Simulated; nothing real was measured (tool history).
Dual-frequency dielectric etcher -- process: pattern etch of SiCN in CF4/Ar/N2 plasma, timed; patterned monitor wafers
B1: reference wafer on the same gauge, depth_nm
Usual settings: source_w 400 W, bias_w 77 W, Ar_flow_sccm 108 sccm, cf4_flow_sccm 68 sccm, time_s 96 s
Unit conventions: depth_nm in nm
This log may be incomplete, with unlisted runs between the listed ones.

Run 1, hour 0: usual settings; B1 70.6. Result: depth_nm 65.5 nm.
At hour 31.3: wet clean of the chamber.
At hour 35.4: source power generator calibrated.
Run 2, hour 35.9: usual settings but bias_w 62 W; B1 70.5. Result: depth_nm 59.4 nm.
Run 3, hour 36.2: usual settings but cf4_flow_sccm 58 sccm; B1 70.5. Result: depth_nm 61.4 nm.
Run 4, hour 39.2: usual settings but cf4_flow_sccm 58 sccm; B1 70.5. Result: depth_nm 61.5 nm.
At hour 73.3: upper electrode replaced.
Run 5, hour 73.8: usual settings; B1 70.6. Result: depth_nm 63.6 nm.
Run 6, hour 74.1: usual settings but bias_w 62 W; B1 70.5. Result: depth_nm 58.9 nm.
Run 7, hour 74.5: usual settings; B1 70.5. Result: depth_nm 64.1 nm.
At hour 82.5: Ar flow controller replaced.
Run 8, hour 85.4: usual settings but bias_w 71 W, Ar_flow_sccm 118 sccm; B1 70.5. Result: depth_nm 60.6 nm.
At hour 121.9: wet clean of the chamber, repeated, since the last time left the tool worse.
Run 9, hour 122.4: usual settings but source_w 460 W, cf4_flow_sccm 81 sccm, time_s 122 s; B1 70.5. Result: depth_nm 103 nm.
Run 10, hour 122.7: usual settings but source_w 370 W; B1 70.5. Result: depth_nm 63.3 nm.
Run 11, hour 123: usual settings; B1 70.5. Result: depth_nm 68.2 nm.
Run 12, hour 131.4: usual settings but source_w 360 W, bias_w 63 W, Ar_flow_sccm 117 sccm, time_s 81 s; B1 70.5. Result: depth_nm 47.4 nm.
Run 13, hour 145.2: usual settings but source_w 450 W, bias_w 90 W, time_s 118 s; B1 70.5. Result: depth_nm 99.4 nm.
Run 14, hour 155.3: usual settings but bias_w 94 W, cf4_flow_sccm 52 sccm; B1 70.5. Result: depth_nm 69.4 nm.
Run 15, hour 167.4: usual settings but bias_w 91 W; B1 70.5. Result: depth_nm 72.8 nm.
At hour 178.8: bias power generator calibrated.
Run 16, hour 195.7: usual settings but source_w 310 W, bias_w 70 W, Ar_flow_sccm 117 sccm; B1 70.5. Result: depth_nm 50.5 nm.
Run 17, hour 203.4: usual settings but source_w 490 W, Ar_flow_sccm 97 sccm, cf4_flow_sccm 54 sccm, time_s 115 s; B1 70.6. Result: depth_nm 95.1 nm.
Run 18, hour 216.6: usual settings but bias_w 71 W, Ar_flow_sccm 118 sccm; B1 70.5. Result: depth_nm 64.8 nm.

Expected results for the next run?
Run 19, hour 227.7: usual settings; B1 ?. Result: depth_nm ?.

{"run 19": {"B1": 70.5, "depth_nm": 67.7}}
If the tool had no hidden condition, the same run with the same run-to-run variation would have returned depth_nm 67.7 nm.
